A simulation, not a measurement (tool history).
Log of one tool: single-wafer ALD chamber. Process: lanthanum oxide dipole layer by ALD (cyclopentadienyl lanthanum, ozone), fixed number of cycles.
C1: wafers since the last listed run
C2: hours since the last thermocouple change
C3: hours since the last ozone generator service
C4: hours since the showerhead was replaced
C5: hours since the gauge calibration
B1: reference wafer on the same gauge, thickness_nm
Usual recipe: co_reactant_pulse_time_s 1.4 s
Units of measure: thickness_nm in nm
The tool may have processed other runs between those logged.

{"run": 1, "hour": 0.0, "co_reactant_pulse_time_s": 1.57, "C1": 0, "C2": 1625.4, "C3": 2017.4, "C4": 7729.7, "C5": 50.5, "B1": 0.553, "thickness_nm": 0.582}
{"run": 2, "hour": 9.2, "co_reactant_pulse_time_s": 1.57, "C1": 112, "C2": 1634.6, "C3": 2026.6, "C4": 7738.9, "C5": 59.7, "B1": 0.554, "thickness_nm": 0.58}
{"run": 3, "hour": 21.3, "co_reactant_pulse_time_s": 1.4, "C1": 147, "C2": 1646.7, "C3": 2038.7, "C4": 7751, "C5": 71.8, "B1": 0.553, "thickness_nm": 0.566}
{"run": 4, "hour": 39.3, "co_reactant_pulse_time_s": 1.4, "C1": 219, "C2": 1664.7, "C3": 2056.7, "C4": 7769, "C5": 89.8, "B1": 0.553, "thickness_nm": 0.573}
{"hour": 54.4, "done": "ozone generator serviced"}
{"run": 5, "hour": 54.9, "co_reactant_pulse_time_s": 1.4, "C1": 92, "C2": 1680.3, "C3": 0.5, "C4": 7784.6, "C5": 105.4, "B1": 0.553, "thickness_nm": 0.572}
{"hour": 68.7, "done": "thermocouple changed; heater temperature recalibrated"}
{"run": 6, "hour": 69.2, "co_reactant_pulse_time_s": 1.58, "C1": 76, "C2": 0.5, "C3": 14.8, "C4": 7798.9, "C5": 119.7, "B1": 0.553, "thickness_nm": 0.585}
{"hour": 79.1, "done": "gauge calibrated"}
{"run": 7, "hour": 79.2, "co_reactant_pulse_time_s": 1.58, "C1": 122, "C2": 10.5, "C3": 24.8, "C4": 7808.9, "C5": 0.1, "B1": 0.553, "thickness_nm": 0.585}
{"hour": 98.8, "done": "showerhead replaced"}
{"run": 8, "hour": 99.3, "co_reactant_pulse_time_s": 1.69, "C1": 147, "C2": 30.6, "C3": 44.9, "C4": 0.5, "C5": 20.2, "B1": 0.553, "thickness_nm": 0.588}
{"run": 9, "hour": 104.1, "co_reactant_pulse_time_s": 0.98, "C1": 58, "C2": 35.4, "C3": 49.7, "C4": 5.3, "C5": 25, "B1": 0.553, "thickness_nm": 0.505}
{"run": 10, "hour": 116.8, "co_reactant_pulse_time_s": 1.09, "C1": 155, "C2": 48.1, "C3": 62.4, "C4": 18, "C5": 37.7, "B1": 0.553, "thickness_nm": 0.529}
{"run": 11, "hour": 122.8, "co_reactant_pulse_time_s": 0.87, "C1": 73, "C2": 54.1, "C3": 68.4, "C4": 24, "C5": 43.7, "B1": 0.552, "thickness_nm": 0.477}
{"run": 12, "hour": 141.1, "co_reactant_pulse_time_s": 1.4, "C1": 223, "C2": 72.4, "C3": 86.7, "C4": 42.3, "C5": 62, "B1": 0.553, "thickness_nm": 0.569}
{"run": 13, "hour": 152.9, "co_reactant_pulse_time_s": 0.93, "C1": 144, "C2": 84.2, "C3": 98.5, "C4": 54.1, "C5": 73.8, "B1": 0.553, "thickness_nm": 0.497}
{"run": 14, "hour": 164.4, "co_reactant_pulse_time_s": 1.21, "C1": 140, "C2": 95.7, "C3": 110, "C4": 65.6, "C5": 85.3, "B1": 0.553, "thickness_nm": 0.551}

How the hidden state differs across the entries between the runs, from the last listed run before each to the first after it:
In the gap between runs 4 and 5: ozone generator serviced (hour 54.4)
  no hidden state differs between the two runs
In the gap between runs 5 and 6: thermocouple changed; heater temperature recalibrated (hour 68.7)
  no hidden state differs between the two runs
In the gap between runs 6 and 7: gauge calibrated (hour 79.1)
  no hidden state differs between the two runs
In the gap between runs 7 and 8: showerhead replaced (hour 98.8)
  no hidden state differs between the two runs
